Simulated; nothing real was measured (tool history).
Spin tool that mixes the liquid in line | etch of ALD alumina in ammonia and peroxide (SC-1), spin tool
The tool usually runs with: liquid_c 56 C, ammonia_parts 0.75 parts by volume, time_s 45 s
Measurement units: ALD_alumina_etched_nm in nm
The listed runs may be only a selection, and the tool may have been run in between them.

run   hour  liquid_c  ammonia_parts  time_s  wafers since the last listed run  hours since the thermometer was replaced  hours since the ammonia flow meter was replaced  hours since the heated supply line was repaired  hours since the drum of ammonia solution was connected  hours since the gauge calibration  read-back film thickness of the ALD alumina reference wafer, read on the same gauge (nm)  ALD_alumina_etched_nm
  1      0        56           0.75      35                                 0                                       522                                           1122.9                                            976.4                                                   879.4                                8.6                                                                                     90.02                    4.1
  2   11.4        56           0.75      35                               129                                     533.4                                           1134.3                                            987.8                                                   890.8                                 20                                                                                     89.99                   4.06
  3   21.2        56           0.75      35                               111                                     543.2                                           1144.1                                            997.6                                                   900.6                               29.8                                                                                     89.98                   4.05
  4   31.6        64           0.75      45                               118                                     553.6                                           1154.5                                             1008                                                     911                               40.2                                                                                     90.01                   7.97
  5   41.3        64           0.75      45                               110                                     563.3                                           1164.2                                           1017.7                                                   920.7                               49.9                                                                                     89.97                   7.88
  6   55.6        56           0.75      45                               162                                     577.6                                           1178.5                                             1032                                                     935                               64.2                                                                                     89.98                    5.3
  7   72.4        56           0.75      45                               190                                     594.4                                           1195.3                                           1048.8                                                   951.8                                 81                                                                                     90.03                    5.4
  8   79.3        56           0.75      45                                78                                     601.3                                           1202.2                                           1055.7                                                   958.7                               87.9                                                                                     90.02                   5.26
  9   95.9        56           0.75      45                               188                                     617.9                                           1218.8                                           1072.3                                                   975.3                              104.5                                                                                     90.03                   5.29
 10  104.6        56           0.75      45                                98                                     626.6                                           1227.5                                             1081                                                     984                              113.2                                                                                     89.96                   5.28
 11  111.6        56            0.6      45                                79                                     633.6                                           1234.5                                             1088                                                     991                              120.2                                                                                     90.02                   5.16
 12  119.5        56            0.6      45                                89                                     641.5                                           1242.4                                           1095.9                                                   998.9                              128.1                                                                                     90.03                    5.1
     137.2  -- heated supply line repaired
 13  137.7        56           0.75      45                               195                                     659.7                                           1260.6                                              0.5                                                  1017.1                              146.3                                                                                        90                   5.22
     147.4  -- thermometer replaced
 14  147.9      63.5              1      35                               104                                       0.5                                           1270.8                                             10.7                                                  1027.3                              156.5                                                                                     89.97                   6.14
 15  164.4      53.5           0.95      50                               187                                        17                                           1287.3                                             27.2                                                  1043.8                                173                                                                                     90.02                   5.27
 16  176.6        56           0.75      45                               138                                      29.2                                           1299.5                                             39.4                                                    1056                              185.2                                                                                     89.99                   5.27
 17  206.5      63.5              1      35                               339                                      59.1                                           1329.4                                             69.3                                                  1085.9                              215.1                                                                                     90.02                   6.19
     206.7  -- gauge calibrated
     210.6  -- ammonia flow meter replaced
 18  215.5      62.5           0.55      45                                90                                      68.1                                              4.9                                             78.3                                                  1094.9                                8.8                                                                                        90                   7.12
     217.9  -- new drum of ammonia solution connected
 19  227.4        48           0.95      30                               123                                        80                                             16.8                                             90.2                                                     9.5                               20.7                                                                                     90.02                   2.36
 20  242.1        62           0.75      45                               166                                      94.7                                             31.5                                            104.9                                                    24.2                               35.4                                                                                        90                   7.25
 21  250.5      59.5            0.6      45                                95                                     103.1                                             39.9                                            113.3                                                    32.6                               43.8                                                                                     90.03                   6.21
 22  259.1        56            0.4      25                                97                                     111.7                                             48.5                                            121.9                                                    41.2                               52.4                                                                                     90.01                   2.77
 23  275.3        59            0.6      20                               183                                     127.9                                             64.7                                            138.1                                                    57.4                               68.6                                                                                     90.02                    2.7
 24  282.6      60.5           1.05      20                                82                                     135.2                                               72                                            145.4                                                    64.7                               75.9                                                                                        90                   3.07

5 ways to go on from here, each from the tool as it stands after run 24. What would each give?
  A   283        56            0.9      45                                 4                                     135.6                                             72.4                                            145.8                                                    65.1                               76.3                                                                                         ?                      ?
  B   283        62            0.5      45                                 4                                     135.6                                             72.4                                            145.8                                                    65.1                               76.3                                                                                         ?                      ?
  C   283        65            0.9      35                                 4                                     135.6                                             72.4                                            145.8                                                    65.1                               76.3                                                                                         ?                      ?
  D   283        59           0.95      55                                 4                                     135.6                                             72.4                                            145.8                                                    65.1                               76.3                                                                                         ?                      ?
  E   283        50           0.45      45                                 4                                     135.6                                             72.4                                            145.8                                                    65.1                               76.3                                                                                         ?                      ?

run  read-back film thickness of the ALD alumina reference wafer, read on the same gauge (nm)  ALD_alumina_etched_nm
  A                                                                                        90                   5.44
  B                                                                                        90                   7.01
  C                                                                                        90                    6.7
  D                                                                                        90                   7.81
  E                                                                                        90                   3.69
What these runs would have given with no unlogged condition in the tool:
run  ALD_alumina_etched_nm
  A                   5.44
  B                   7.01
  C                    6.7
  D                   7.81
  E                   3.69
